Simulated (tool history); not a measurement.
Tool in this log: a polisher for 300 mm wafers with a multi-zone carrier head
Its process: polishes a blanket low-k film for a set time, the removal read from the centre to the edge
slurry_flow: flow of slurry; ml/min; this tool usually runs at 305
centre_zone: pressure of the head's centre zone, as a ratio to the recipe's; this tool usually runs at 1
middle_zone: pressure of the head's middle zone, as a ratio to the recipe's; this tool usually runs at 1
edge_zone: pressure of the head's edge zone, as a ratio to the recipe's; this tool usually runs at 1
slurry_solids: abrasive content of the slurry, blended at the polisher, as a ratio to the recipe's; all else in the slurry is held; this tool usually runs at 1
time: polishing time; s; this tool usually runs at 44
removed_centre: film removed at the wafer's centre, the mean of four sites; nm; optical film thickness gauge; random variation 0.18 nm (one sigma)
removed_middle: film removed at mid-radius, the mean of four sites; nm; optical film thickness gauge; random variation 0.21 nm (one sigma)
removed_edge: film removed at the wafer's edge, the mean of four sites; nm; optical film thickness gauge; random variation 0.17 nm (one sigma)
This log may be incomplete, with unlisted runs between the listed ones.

run	hour	slurry_flow	centre_zone	middle_zone	edge_zone	slurry_solids	time	wafers since the last listed run	wafers polished on this pad	hours since the slurry nozzle was cleaned	hours since the centre zone pressure was calibrated	hours since the edge zone pressure was calibrated	hours since the carrier head's membrane was replaced	incoming thickness of the incoming film, nm	removed_centre	removed_middle	removed_edge
1	0	280	1	1	1.11	0.75	44	0	5	355.7	53.6	537.1	614	708.8	12.4	11.8	12.9
2	71.7	305	1	1	1	0.9	44	877	883	427.4	125.3	608.8	685.7	704.2	13.9	13.7	14.2
3	130.5	305	1	1	1.08	1	44	719	1603	486.2	184.1	667.6	744.5	708.5	14.8	14.5	16.1
4	172.5	305	1	1	1.09	1	37	514	2117	528.2	226.1	709.6	786.5	704.6	12.4	12.5	13.3
5	245.3	305	1	1.1	1	1.1	52	891	3009	601	298.9	782.4	859.3	701.6	18	19.9	19.2
6	282.2	305	1	1	1	0.9	44	451	3460	637.9	335.8	819.3	896.2	710.2	13.4	13.4	14.1
# hour 334.9: carrier head's membrane replaced by a new one
7	335.4	305	1	1	1.11	1	44	590	4050	691.1	389	872.5	0.5	702.5	14.3	14.7	15.9
# hour 357.9: slurry nozzle cleaned
8	402.3	305	1	1	1	1	44	806	4857	44.4	455.9	939.4	67.4	700.7	14.2	15.2	15.3
9	440.4	305	1	1	1.05	1	44	466	5324	82.5	494	977.5	105.5	710.9	14.4	14.6	15.6
# hour 445.7: edge zone pressure recalibrated
10	517.1	305	1	1	1	1	44	914	6238	159.2	570.7	71.4	182.2	700.7	14.2	14.5	15.4
11	556.6	305	1	0.91	1	1	44	483	6722	198.7	610.2	110.9	221.7	703.8	14.1	13.9	15
12	607.8	205	1	0.9	1.03	1	36	626	7349	249.9	661.4	162.1	272.9	708	10.9	10.5	12.1
13	701.3	365	0.93	1	1.11	1	37	1144	8494	343.4	754.9	255.6	366.4	718.8	11.8	12.5	13.6
# hour 751.7: worn pad replaced by a new one
14	807.2	305	1	1	1.07	1	44	1247	679	449.3	860.8	361.5	472.3	711.8	13.8	14.3	15.6
15	893.9	305	1	1	1	1	44	1061	1740	536	947.5	448.2	559	699.5	14	14.8	15.3
# hour 969.7: centre zone pressure recalibrated
16	994	275	1	1	0.95	0.8	53	1201	2941	636.1	24.3	548.3	659.1	704.6	15.1	14.7	15.2
17	1039.8	305	1	1	1	1	44	560	3502	681.9	70.1	594.1	704.9	707.7	14.5	14.4	15.2
18	1124.6	305	0.91	1.09	1	1	44	1038	4540	766.7	154.9	678.9	789.7	710.3	13.9	15.9	15.2
# hour 1164.3: slurry nozzle cleaned
19	1178.3	305	1	1	1	1	44	645	5186	14	208.6	732.6	843.4	710.2	14.2	14.6	15.5
20	1223.8	225	1.06	1	0.96	0.7	44	557	5743	59.5	254.1	778.1	888.9	717.1	10.7	10.7	11.1
21	1296.2	390	1	1.05	0.89	1	44	886	6629	131.9	326.5	850.5	961.3	712.2	14.8	15.8	14.8

5 options for the next run, each taken on its own from the tool as it stands now. Forecast them:
A	1296.6	305	1	1	0.9	1	44	4	6634	132.3	326.9	850.9	961.7	706.3	?	?	?
B	1296.6	305	1	0.89	0.94	1	38	4	6634	132.3	326.9	850.9	961.7	706.3	?	?	?
C	1296.6	305	1	1	0.91	0.85	44	4	6634	132.3	326.9	850.9	961.7	706.3	?	?	?
D	1296.6	305	0.92	1	0.9	1	36	4	6634	132.3	326.9	850.9	961.7	706.3	?	?	?
E	1296.6	305	1	0.92	1	1	44	4	6634	132.3	326.9	850.9	961.7	706.3	?	?	?

run	removed_centre	removed_middle	removed_edge
A	14.2	15.2	14.4
B	12.3	11.9	12.7
C	12.8	13.6	13
D	11.1	12.4	11.7
E	14.2	14.2	15.1
With the hidden condition removed and each run's random variation left untouched, the same runs would have given:
run	removed_centre	removed_middle	removed_edge
A	15	15.2	14.4
B	12.9	11.9	12.7
C	13.5	13.6	13
D	11.7	12.4	11.7
E	15	14.2	15.1
